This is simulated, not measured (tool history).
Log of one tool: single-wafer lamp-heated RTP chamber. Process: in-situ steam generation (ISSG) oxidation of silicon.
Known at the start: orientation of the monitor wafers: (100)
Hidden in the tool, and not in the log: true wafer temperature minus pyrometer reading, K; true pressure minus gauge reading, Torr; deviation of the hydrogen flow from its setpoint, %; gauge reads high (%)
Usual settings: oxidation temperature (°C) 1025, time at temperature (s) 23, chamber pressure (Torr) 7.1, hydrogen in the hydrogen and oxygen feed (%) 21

run,hour,oxidation temperature (°C),time at temperature (s),chamber pressure (Torr),hydrogen in the hydrogen and oxygen feed (%),wafers since the last listed run,wafers since the last pyrometer calibration,hours since the pressure gauge was zeroed,hours since the hydrogen flow controller was replaced,hours since the gauge calibration,"read-back reference wafer on the same gauge, thickness",oxide thickness on the monitor wafer (nm)
1,0.0,1025,30,7.1,21,0,726,2571.0,5918.3,243.9,6.851,7.551
2,16.6,1025,30,7.1,21,114,840,2587.6,5934.9,260.5,6.855,7.508
3,32.5,1025,30,7.1,21,109,950,2603.5,5950.8,276.4,6.861,7.501
4,48.2,1016,23,7.1,21,108,1058,2619.2,5966.5,292.1,6.860,6.264
5,65.2,1025,23,7.1,21,117,1175,2636.2,5983.5,309.1,6.856,6.550
6,80.1,1025,23,7.1,21,102,1277,2651.1,5998.4,324.0,6.851,6.601
7,93.8,1025,23,7.1,21,94,1372,2664.8,6012.1,337.7,6.836,6.581
8,110.9,1039,23,7.1,21,117,1489,2681.9,6029.2,354.8,6.848,7.174
9,126.4,1039,23,7.1,21,106,1596,2697.4,6044.7,370.3,6.845,7.112
# hour 128.8: gauge calibrated
10,133.2,1039,23,7.1,21,46,1643,2704.2,6051.5,4.4,6.859,7.145
# hour 143.8: hydrogen flow controller replaced
# hour 148.8: pressure gauge zeroed
11,149.8,1025,23,8.2,21,24,1668,1.0,6.0,21.0,6.853,6.676
12,165.1,1035,23,7.1,21,105,1773,16.3,21.3,36.3,6.852,6.967
13,171.5,1025,23,7.1,21,44,1817,22.7,27.7,42.7,6.846,6.667
14,186.0,1025,23,7.1,21,99,1917,37.2,42.2,57.2,6.840,6.697
15,199.7,1025,23,7.1,21,94,2011,50.9,55.9,70.9,6.859,6.765
16,211.5,1025,23,7.8,13,81,2092,62.7,67.7,82.7,6.853,6.033
17,221.7,1025,23,7.1,21,70,2163,72.9,77.9,92.9,6.853,6.800
18,235.5,1025,23,7.1,21,95,2258,86.7,91.7,106.7,6.851,6.754
19,246.7,1031,23,7.1,21,77,2335,97.9,102.9,117.9,6.858,6.929
20,264.2,1031,23,7.1,27,120,2455,115.4,120.4,135.4,6.841,7.438
21,275.9,1025,15,7.1,21,80,2536,127.1,132.1,147.1,6.853,5.508
# hour 289.2: pyrometer window cleaned and pyrometer calibrated
22,293.5,1040,23,7.1,13,66,29,144.7,149.7,164.7,6.850,6.255
23,306.6,1015,26,7.1,21,90,120,157.8,162.8,177.8,6.843,6.582
24,312.8,1025,23,7.1,30,42,162,164.0,169.0,184.0,6.855,7.083
25,326.5,1025,23,7.1,21,94,257,177.7,182.7,197.7,6.843,6.423
26,334.9,1025,32,7.5,30,57,314,186.1,191.1,206.1,6.849,8.451
27,343.6,1025,23,7.8,29,59,374,194.8,199.8,214.8,6.858,7.065
28,355.9,1025,23,8.2,21,84,459,207.1,212.1,227.1,6.847,6.416
29,367.6,1017,30,7.1,21,80,540,218.8,223.8,238.8,6.854,7.141
30,378.1,1025,16,6.9,14,72,612,229.3,234.3,249.3,6.850,4.882
31,385.6,1025,23,7.1,18,51,664,236.8,241.8,256.8,6.853,6.312

Hidden state at the last listed run before each entry between runs and at the first one after, where it differs:
Between runs 9 and 10: gauge calibrated (hour 128.8)
  true wafer temperature minus pyrometer reading, K: 4.61 -> 4.77
  measured less the result without the state, oxide thickness on the monitor wafer (nm): +0.173 -> +0.180
Between runs 10 and 11: hydrogen flow controller replaced (hour 143.8); pressure gauge zeroed (hour 148.8)
  true wafer temperature minus pyrometer reading, K: 4.77 -> 5.2
  measured less the result without the state, oxide thickness on the monitor wafer (nm): +0.180 -> +0.171
Between runs 21 and 22: pyrometer window cleaned and pyrometer calibrated (hour 289.2)
  true wafer temperature minus pyrometer reading, K: 9.35 -> 0.462
  measured less the result without the state, oxide thickness on the monitor wafer (nm): +0.228 -> +0.015

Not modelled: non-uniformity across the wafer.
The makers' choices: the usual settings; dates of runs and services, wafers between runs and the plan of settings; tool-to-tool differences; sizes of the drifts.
